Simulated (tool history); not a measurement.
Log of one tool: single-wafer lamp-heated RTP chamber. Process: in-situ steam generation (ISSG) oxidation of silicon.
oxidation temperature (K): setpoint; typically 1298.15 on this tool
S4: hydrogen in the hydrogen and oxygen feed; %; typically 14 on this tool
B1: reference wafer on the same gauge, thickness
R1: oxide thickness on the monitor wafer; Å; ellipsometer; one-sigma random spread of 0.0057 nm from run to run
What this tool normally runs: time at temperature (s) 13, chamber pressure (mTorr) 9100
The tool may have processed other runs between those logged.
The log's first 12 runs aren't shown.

Run 13, hour 606.6: usual settings but chamber pressure (mTorr) 8400; B1 3.509. Result: R1 38.31 Å.
Run 14, hour 631.7: usual settings but chamber pressure (mTorr) 7900; B1 3.510. Result: R1 38.29 Å.
At hour 635.0: gauge calibrated.
Run 15, hour 692.1: usual settings but time at temperature (s) 16, S4 11 %; B1 3.509. Result: R1 40.11 Å.
Run 16, hour 736.1: usual settings but oxidation temperature (K) 1311.15, time at temperature (s) 10, chamber pressure (mTorr) 10200; B1 3.511. Result: R1 35.00 Å.
At hour 778.1: pyrometer window cleaned and pyrometer calibrated.
At hour 791.7: hydrogen flow controller replaced.
Run 17, hour 792.2: usual settings; B1 3.510. Result: R1 38.32 Å.
Run 18, hour 818.7: usual settings; B1 3.509. Result: R1 38.33 Å.
Run 19, hour 848.6: usual settings; B1 3.510. Result: R1 38.44 Å.
Run 20, hour 998.5: usual settings; B1 3.510. Result: R1 38.44 Å.
Run 21, hour 1066.6: usual settings but oxidation temperature (K) 1314.15, time at temperature (s) 10, chamber pressure (mTorr) 10100, S4 17 %; B1 3.510. Result: R1 37.42 Å.

Run 22 comes next. What will it give?
Run 22, hour 1144.9: usual settings; B1 ?. Result: R1 ?.

B1: 3.510
R1: 38.53 Å
Had the tool carried no hidden state, the very same run would have given R1 38.35 Å.
